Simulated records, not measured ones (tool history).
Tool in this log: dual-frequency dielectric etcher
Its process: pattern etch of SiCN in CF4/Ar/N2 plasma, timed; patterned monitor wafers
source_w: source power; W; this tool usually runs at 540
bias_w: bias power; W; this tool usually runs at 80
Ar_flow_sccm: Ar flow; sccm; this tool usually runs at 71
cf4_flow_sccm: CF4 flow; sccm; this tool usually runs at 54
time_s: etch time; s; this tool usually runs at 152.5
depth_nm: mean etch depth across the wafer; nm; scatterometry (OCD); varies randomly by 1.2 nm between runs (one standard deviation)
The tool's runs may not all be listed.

run	day	source_w	bias_w	Ar_flow_sccm	cf4_flow_sccm	time_s	read-back reference wafer on the same gauge, depth_nm	depth_nm
1	0	540	80	71	54	152.5	195.1	171
2	4.45	440	80	71	49	152.5	195	149
3	8.846	540	80	63	54	152.5	195	173.3
4	12.108	540	80	71	47	152.5	195.1	165
5	16.379	540	80	71	60	152.5	194.8	169.8
6	20.846	540	80	71	54	152.5	194.9	166.3
7	22.921	430	80	71	54	111	195.1	104.8
8	27.05	540	80	71	54	152.5	195.1	163.4
9	30.104	540	80	71	54	152.5	194.8	164
# day 32.65: gauge calibrated
10	33.317	540	80	71	54	177.5	194.9	186.7
# day 36.279: wet clean of the chamber
11	36.3	540	80	71	54	193.5	195.1	217.8
12	38.804	540	98	87	47	109	194.9	134.5
13	41.475	540	74	85	66	117.5	194.9	122.6
14	45.758	540	80	71	54	152.5	194.8	169.3
15	48.788	540	80	71	54	197.5	195	219.2
16	52.45	540	80	71	54	152.5	194.6	169.1
17	54.175	540	80	71	54	189.5	195	208.4
# day 58.138: upper electrode replaced
18	58.158	540	80	71	54	152.5	194.8	167.6
19	60.233	540	80	71	54	152.5	194.8	164.7
20	63.388	440	80	71	49	152.5	195.2	144.4
# day 65.212: Ar flow controller replaced
21	67.8	540	80	71	65	152.5	195.1	165.2
# day 69.492: wet clean of the chamber
22	70.071	540	100	59	47	190	194.9	249.5

Consider 3 possible next runs. They are alternatives, not a sequence: every one starts from the tool as it was left by run 22. What does each give?
A	70.092	540	80	71	54	126.5	?	?
B	70.092	540	80	57	60	169.5	?	?
C	70.092	660	97	71	66	190	?	?

run	read-back reference wafer on the same gauge, depth_nm	depth_nm
A	195	142.2
B	195	199.8
C	195	281.7
What these runs would have given with no unlogged condition in the tool:
run	depth_nm
A	143.5
B	201.5
C	284.1
